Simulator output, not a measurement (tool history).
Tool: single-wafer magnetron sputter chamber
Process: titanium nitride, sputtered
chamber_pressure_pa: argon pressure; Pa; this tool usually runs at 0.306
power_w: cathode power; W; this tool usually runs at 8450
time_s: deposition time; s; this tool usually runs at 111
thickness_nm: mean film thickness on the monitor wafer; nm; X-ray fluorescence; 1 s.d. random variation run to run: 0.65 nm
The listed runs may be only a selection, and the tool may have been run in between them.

| run | hour | chamber_pressure_pa | power_w | time_s | wafers since the last listed run | wafers on the sputter target | hours since the last manometer calibration | hours since the magnet pack was replaced | hours since the gauge calibration | read-back reference wafer on the same gauge, thickness_nm | thickness_nm |
|---|---|---|---|---|---|---|---|---|---|---|---|
| 1 | 0 | 0.306 | 8450 | 111 | 0 | 1945 | 2172 | 6334 | 242.4 | 209.1 | 183.436 |
| 2 | 27.2 | 0.306 | 8450 | 111 | 249 | 2195 | 2199.2 | 6361.2 | 269.6 | 208.827 | 182.92 |
|  | 35.5 | gauge calibrated |
| 3 | 57.4 | 0.306 | 8450 | 111 | 277 | 2473 | 2229.4 | 6391.4 | 21.9 | 209.04 | 181.315 |
| 4 | 70.4 | 0.306 | 7700 | 117 | 119 | 2592 | 2242.4 | 6404.4 | 34.9 | 208.859 | 175.028 |
| 5 | 94.7 | 0.306 | 8450 | 119 | 223 | 2815 | 2266.7 | 6428.7 | 59.2 | 209.031 | 193.803 |
| 6 | 128.8 | 0.306 | 8450 | 119 | 313 | 3129 | 2300.8 | 6462.8 | 93.3 | 209.132 | 193.912 |
| 7 | 152.3 | 0.306 | 8450 | 119 | 215 | 3344 | 2324.3 | 6486.3 | 116.8 | 208.931 | 193.22 |
| 8 | 187.1 | 0.306 | 7400 | 111 | 319 | 3664 | 2359.1 | 6521.1 | 151.6 | 209.013 | 156.108 |
| 9 | 214.8 | 0.306 | 7400 | 111 | 254 | 3919 | 2386.8 | 6548.8 | 179.3 | 209.108 | 156.191 |
|  | 236 | magnet pack replaced |
| 10 | 237.1 | 0.306 | 8450 | 96 | 131 | 4050 | 2409.1 | 1.1 | 201.6 | 209.022 | 154.1 |
| 11 | 261 | 0.306 | 9800 | 111 | 219 | 4270 | 2433 | 25 | 225.5 | 209.083 | 206.491 |
| 12 | 293 | 0.231 | 7550 | 105 | 294 | 4564 | 2465 | 57 | 257.5 | 208.987 | 153.122 |
|  | 299.8 | gauge calibrated |
| 13 | 310.1 | 0.306 | 8450 | 111 | 157 | 4721 | 2482.1 | 74.1 | 10.3 | 208.914 | 176.378 |
| 14 | 324.8 | 0.306 | 8450 | 125 | 135 | 4856 | 2496.8 | 88.8 | 25 | 209.208 | 198.246 |
|  | 346.6 | capacitance manometer re-zeroed and calibrated |
| 15 | 359.5 | 0.306 | 7550 | 102 | 245 | 5101 | 12.9 | 123.5 | 59.7 | 208.968 | 144.093 |
| 16 | 386.9 | 0.306 | 8450 | 111 | 251 | 5353 | 40.3 | 150.9 | 87.1 | 209.15 | 173.182 |
|  | 397.1 | sputter target and shields replaced |
| 17 | 401.1 | 0.231 | 9500 | 101 | 56 | 37 | 54.5 | 165.1 | 101.3 | 209.267 | 193.906 |
| 18 | 436.4 | 0.206 | 10050 | 102 | 324 | 361 | 89.8 | 200.4 | 136.6 | 209.092 | 210.611 |
| 19 | 471.3 | 0.306 | 8450 | 111 | 320 | 682 | 124.7 | 235.3 | 171.5 | 208.678 | 184.701 |
| 20 | 490.7 | 0.22 | 9400 | 130 | 178 | 860 | 144.1 | 254.7 | 190.9 | 209.222 | 247.26 |
| 21 | 515.2 | 0.269 | 7850 | 132 | 225 | 1085 | 168.6 | 279.2 | 215.4 | 208.909 | 206.031 |
| 22 | 531.2 | 0.306 | 10250 | 131 | 147 | 1232 | 184.6 | 295.2 | 231.4 | 209.42 | 263.649 |

Results per run with the tool's hidden condition removed, run-to-run variation unchanged:
The hidden state here: deposition rate above that of a new target (%); true argon pressure above the setpoint (%); gauge reads high (%).
| run | thickness_nm |
|---|---|
| 1 | 186.612 |
| 2 | 186.428 |
| 3 | 185.217 |
| 4 | 178.987 |
| 5 | 198.612 |
| 6 | 199.384 |
| 7 | 199.17 |
| 8 | 161.563 |
| 9 | 162.212 |
| 10 | 160.517 |
| 11 | 215.816 |
| 12 | 160.808 |
| 13 | 185.733 |
| 14 | 209.262 |
| 15 | 153.011 |
| 16 | 184.822 |
| 17 | 195.203 |
| 18 | 212.068 |
| 19 | 186.087 |
| 20 | 249.236 |
| 21 | 207.837 |
| 22 | 266.119 |
